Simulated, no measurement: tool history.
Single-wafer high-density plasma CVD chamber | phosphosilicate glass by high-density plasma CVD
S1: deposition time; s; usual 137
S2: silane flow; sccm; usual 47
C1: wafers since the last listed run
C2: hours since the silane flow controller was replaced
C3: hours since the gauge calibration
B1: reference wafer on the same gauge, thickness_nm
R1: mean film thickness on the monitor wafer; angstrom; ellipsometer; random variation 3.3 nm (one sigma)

{"run": 1, "hour": 0.0, "S1": 137, "S2": 47, "C1": 0, "C2": 2620.2, "C3": 351.5, "B1": 658.925, "R1": 6582.47}
{"run": 2, "hour": 18.2, "S1": 150, "S2": 47, "C1": 235, "C2": 2638.4, "C3": 369.7, "B1": 660.037, "R1": 7175.75}
{"run": 3, "hour": 51.0, "S1": 150, "S2": 47, "C1": 424, "C2": 2671.2, "C3": 402.5, "B1": 661.075, "R1": 7119.75}
{"run": 4, "hour": 67.8, "S1": 150, "S2": 47, "C1": 217, "C2": 2688.0, "C3": 419.3, "B1": 659.64, "R1": 7165.18}
{"run": 5, "hour": 102.6, "S1": 137, "S2": 51, "C1": 450, "C2": 2722.8, "C3": 454.1, "B1": 660.883, "R1": 7094.63}
{"run": 6, "hour": 181.5, "S1": 137, "S2": 51, "C1": 1021, "C2": 2801.7, "C3": 533.0, "B1": 659.545, "R1": 7039.13}
{"run": 7, "hour": 207.2, "S1": 137, "S2": 51, "C1": 332, "C2": 2827.4, "C3": 558.7, "B1": 659.748, "R1": 7122.56}
{"run": 8, "hour": 232.8, "S1": 122, "S2": 47, "C1": 331, "C2": 2853.0, "C3": 584.3, "B1": 659.143, "R1": 5763.07}
{"run": 9, "hour": 249.8, "S1": 137, "S2": 47, "C1": 220, "C2": 2870.0, "C3": 601.3, "B1": 660.094, "R1": 6505.89}
{"run": 10, "hour": 262.2, "S1": 137, "S2": 47, "C1": 160, "C2": 2882.4, "C3": 613.7, "B1": 659.667, "R1": 6468.66}
{"run": 11, "hour": 281.3, "S1": 137, "S2": 47, "C1": 247, "C2": 2901.5, "C3": 632.8, "B1": 659.157, "R1": 6441.99}
{"run": 12, "hour": 308.5, "S1": 137, "S2": 44, "C1": 352, "C2": 2928.7, "C3": 660.0, "B1": 659.051, "R1": 6039.14}
{"hour": 378.1, "done": "silane flow controller replaced"}
{"run": 13, "hour": 393.3, "S1": 137, "S2": 44, "C1": 994, "C2": 15.2, "C3": 744.8, "B1": 660.63, "R1": 6477.02}
{"hour": 418.1, "done": "gauge calibrated"}
{"run": 14, "hour": 422.0, "S1": 137, "S2": 44, "C1": 371, "C2": 43.9, "C3": 3.9, "B1": 660.912, "R1": 6542.68}
{"run": 15, "hour": 454.0, "S1": 137, "S2": 47, "C1": 414, "C2": 75.9, "C3": 35.9, "B1": 659.691, "R1": 6989.2}
{"run": 16, "hour": 481.9, "S1": 126, "S2": 47, "C1": 361, "C2": 103.8, "C3": 63.8, "B1": 661.58, "R1": 6392.41}
{"run": 17, "hour": 516.7, "S1": 129, "S2": 47, "C1": 450, "C2": 138.6, "C3": 98.6, "B1": 660.312, "R1": 6522.58}
{"run": 18, "hour": 533.1, "S1": 129, "S2": 47, "C1": 212, "C2": 155.0, "C3": 115.0, "B1": 661.602, "R1": 6504.61}
{"run": 19, "hour": 552.2, "S1": 129, "S2": 47, "C1": 247, "C2": 174.1, "C3": 134.1, "B1": 661.136, "R1": 6624.93}
{"run": 20, "hour": 572.1, "S1": 151, "S2": 55, "C1": 257, "C2": 194.0, "C3": 154.0, "B1": 660.74, "R1": 8926.91}
{"run": 21, "hour": 590.2, "S1": 127, "S2": 47, "C1": 234, "C2": 212.1, "C3": 172.1, "B1": 660.643, "R1": 6467.82}
{"run": 22, "hour": 620.6, "S1": 163, "S2": 43, "C1": 393, "C2": 242.5, "C3": 202.5, "B1": 659.733, "R1": 7643.16}
{"run": 23, "hour": 651.6, "S1": 151, "S2": 56, "C1": 401, "C2": 273.5, "C3": 233.5, "B1": 660.328, "R1": 9134.74}
{"run": 24, "hour": 673.5, "S1": 147, "S2": 55, "C1": 283, "C2": 295.4, "C3": 255.4, "B1": 660.698, "R1": 8713.52}
{"run": 25, "hour": 698.6, "S1": 111, "S2": 55, "C1": 325, "C2": 320.5, "C3": 280.5, "B1": 660.014, "R1": 6569.44}
{"run": 26, "hour": 726.1, "S1": 137, "S2": 47, "C1": 356, "C2": 348.0, "C3": 308.0, "B1": 659.834, "R1": 6875.72}
{"run": 27, "hour": 739.1, "S1": 137, "S2": 51, "C1": 168, "C2": 361.0, "C3": 321.0, "B1": 659.038, "R1": 7511.83}
{"run": 28, "hour": 762.2, "S1": 123, "S2": 53, "C1": 299, "C2": 384.1, "C3": 344.1, "B1": 660.59, "R1": 6996.23}
{"run": 29, "hour": 791.7, "S1": 157, "S2": 56, "C1": 382, "C2": 413.6, "C3": 373.6, "B1": 660.28, "R1": 9435.62}
{"run": 30, "hour": 880.8, "S1": 149, "S2": 43, "C1": 1154, "C2": 502.7, "C3": 462.7, "B1": 659.498, "R1": 6841.54}
{"run": 31, "hour": 898.0, "S1": 137, "S2": 51, "C1": 222, "C2": 519.9, "C3": 479.9, "B1": 660.734, "R1": 7495.11}
{"run": 32, "hour": 918.8, "S1": 137, "S2": 51, "C1": 269, "C2": 540.7, "C3": 500.7, "B1": 660.412, "R1": 7448.58}
{"run": 33, "hour": 949.9, "S1": 161, "S2": 43, "C1": 402, "C2": 571.8, "C3": 531.8, "B1": 659.483, "R1": 7470.56}
{"run": 34, "hour": 977.7, "S1": 163, "S2": 43, "C1": 360, "C2": 599.6, "C3": 559.6, "B1": 660.146, "R1": 7546.6}
{"run": 35, "hour": 994.2, "S1": 137, "S2": 47, "C1": 213, "C2": 616.1, "C3": 576.1, "B1": 659.333, "R1": 6934.08}
{"run": 36, "hour": 1013.5, "S1": 146, "S2": 45, "C1": 249, "C2": 635.4, "C3": 595.4, "B1": 660.509, "R1": 7026.6}
{"run": 37, "hour": 1031.9, "S1": 164, "S2": 55, "C1": 238, "C2": 653.8, "C3": 613.8, "B1": 661.133, "R1": 9674.44}
{"run": 38, "hour": 1104.2, "S1": 114, "S2": 54, "C1": 936, "C2": 726.1, "C3": 686.1, "B1": 660.664, "R1": 6510.52}
{"run": 39, "hour": 1119.8, "S1": 137, "S2": 47, "C1": 202, "C2": 741.7, "C3": 701.7, "B1": 659.485, "R1": 6823.86}

What the log doesn't show, run by run:
gauge reads high (%): 0 in every run
H1: delivered silane flow above the setpoint (%)
run=1 H1=-5.4
run=2 H1=-5.44
run=3 H1=-5.52
run=4 H1=-5.56
run=5 H1=-5.63
run=6 H1=-5.81
run=7 H1=-5.87
run=8 H1=-5.93
run=9 H1=-5.96
run=10 H1=-5.99
run=11 H1=-6.03
run=12 H1=-6.1
run=13 H1=0.731
run=14 H1=0.667
run=15 H1=0.595
run=16 H1=0.532
run=17 H1=0.454
run=18 H1=0.417
run=19 H1=0.375
run=20 H1=0.33
run=21 H1=0.289
run=22 H1=0.221
run=23 H1=0.152
run=24 H1=0.103
run=25 H1=0.0463
run=26 H1=-0.0153
run=27 H1=-0.0445
run=28 H1=-0.0963
run=29 H1=-0.162
run=30 H1=-0.362
run=31 H1=-0.401
run=32 H1=-0.447
run=33 H1=-0.517
run=34 H1=-0.58
run=35 H1=-0.617
run=36 H1=-0.66
run=37 H1=-0.701
run=38 H1=-0.863
run=39 H1=-0.898

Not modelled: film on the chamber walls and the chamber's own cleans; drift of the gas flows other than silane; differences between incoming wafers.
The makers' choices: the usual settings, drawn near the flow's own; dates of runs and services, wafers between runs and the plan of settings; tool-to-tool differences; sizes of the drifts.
